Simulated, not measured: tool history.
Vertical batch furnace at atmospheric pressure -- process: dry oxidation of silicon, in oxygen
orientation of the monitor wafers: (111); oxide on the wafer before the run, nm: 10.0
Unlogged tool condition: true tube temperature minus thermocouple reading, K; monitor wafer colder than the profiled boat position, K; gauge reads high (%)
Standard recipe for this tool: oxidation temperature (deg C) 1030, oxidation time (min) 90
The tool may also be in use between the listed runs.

run	hour	oxidation temperature (deg C)	oxidation time (min)	wafers since the last listed run	hours since the last temperature calibration	hours since the boat lift was adjusted	hours since the gauge calibration	read-back reference wafer on the same gauge, thickness	oxide thickness on the monitor wafer (Å)
1	0	1030	90	0	4336.6	4533	131.2	130.92	1171.7
2	38.4	1030	90	560	4375	4571.4	169.6	130.59	1158.6
3	156.2	1030	90	1720	4492.8	4689.2	287.4	130.97	1166.3
4	214.2	1035	90	847	4550.8	4747.2	345.4	131.1	1198
5	243.3	1035	90	424	4579.9	4776.3	374.5	131	1200.1
6	301.1	1030	90	844	4637.7	4834.1	432.3	130.9	1159.5
7	356.2	1030	90	804	4692.8	4889.2	487.4	130.59	1152.6
8	411.7	1030	90	810	4748.3	4944.7	542.9	131.03	1153.8
9	439	1042	62.5	398	4775.6	4972	570.2	130.98	999.9
10	463.3	1038	90	354	4799.9	4996.3	594.5	130.89	1213.8
11	504.6	1010	68	603	4841.2	5037.6	635.8	130.74	859.6
# hour 548.3: gauge calibrated
12	571.5	1052	90	976	4908.1	5104.5	23.2	131.26	1312.3
13	601.4	1019	107.5	436	4938	5134.4	53.1	131.17	1212.1
# hour 630.3: thermocouples replaced and temperature profile calibrated
# hour 672.8: boat lift adjusted
14	673.3	1030	90	349	43	0.5	125	130.83	1153.9
15	738.8	1030	90	956	108.5	66	190.5	130.99	1157.7
16	781.9	1042	90	629	151.6	109.1	233.6	130.68	1241.6
17	810.2	1022	90	413	179.9	137.4	261.9	130.87	1105.7
18	849.6	1021	116.5	575	219.3	176.8	301.3	130.97	1288.3

For each entry between runs, how does the tool's hidden state at the last listed run before it compare with that at the first listed run after it?
Between runs 11 and 12: gauge calibrated (hour 548.3)
  no hidden state differs between the two runs
Between runs 13 and 14: thermocouples replaced and temperature profile calibrated (hour 630.3); boat lift adjusted (hour 672.8)
  no hidden state differs between the two runs
